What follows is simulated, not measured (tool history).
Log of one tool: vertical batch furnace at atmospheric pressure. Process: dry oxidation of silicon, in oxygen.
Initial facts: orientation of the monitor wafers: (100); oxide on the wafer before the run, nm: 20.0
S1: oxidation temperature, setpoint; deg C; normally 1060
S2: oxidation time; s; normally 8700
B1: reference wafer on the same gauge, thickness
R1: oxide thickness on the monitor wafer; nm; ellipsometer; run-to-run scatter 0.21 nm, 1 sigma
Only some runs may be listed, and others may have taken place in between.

run   hour    S1     S2      B1      R1
  1      0  1060   8700  155.99  142.84
  2   36.6  1060   8700  156.02  143.17
  3   52.9  1060   8700  156.02  143.04
  4   70.1  1060   6270     156   116.9
  5   98.1  1060   6270  155.98  116.71
  6  108.1  1060   6270     156  116.72
  7  130.7  1060   8700  156.03  142.86
  8  158.6  1060   8700  155.99  142.83
  9  172.1  1067   8700  155.99     150
 10  187.5  1067   8700     156  150.06
     203.5  -- gauge calibrated
     216.4  -- boat lift adjusted
 11  216.9  1060  11430     156  169.42
 12  229.7  1060  11310  156.01  167.81
 13  254.9  1080   6780  156.01  140.81
     280.3  -- thermocouples replaced and temperature profile calibrated
 14  280.8  1060   8700  155.96  142.61
 15  294.5  1083   7170     156  148.61
 16  310.9  1060   8700  156.03  143.05
 17  326.5  1049   9870  156.01  142.59
 18  342.8  1053  10710     156  154.42
 19  362.5  1060   8700  155.98  142.64
 20  373.2  1075   8700  156.04   158.4
 21  395.4  1060   8700  156.01  142.91

4 ways to go on from here, each from the tool as it stands after run 21. What would each give?
  A   402  1060   8700   ?   ?
  B   402  1037  10290   ?   ?
  C   402  1073   6870   ?   ?
  D   402  1042   5550   ?   ?

run      B1      R1
  A  155.98  142.42
  B  155.98  133.33
  C  155.98  135.12
  D  155.98   94.37
Without the tool's hidden state the same runs would have given:
run      R1
  A  142.42
  B  133.33
  C  135.12
  D   94.37
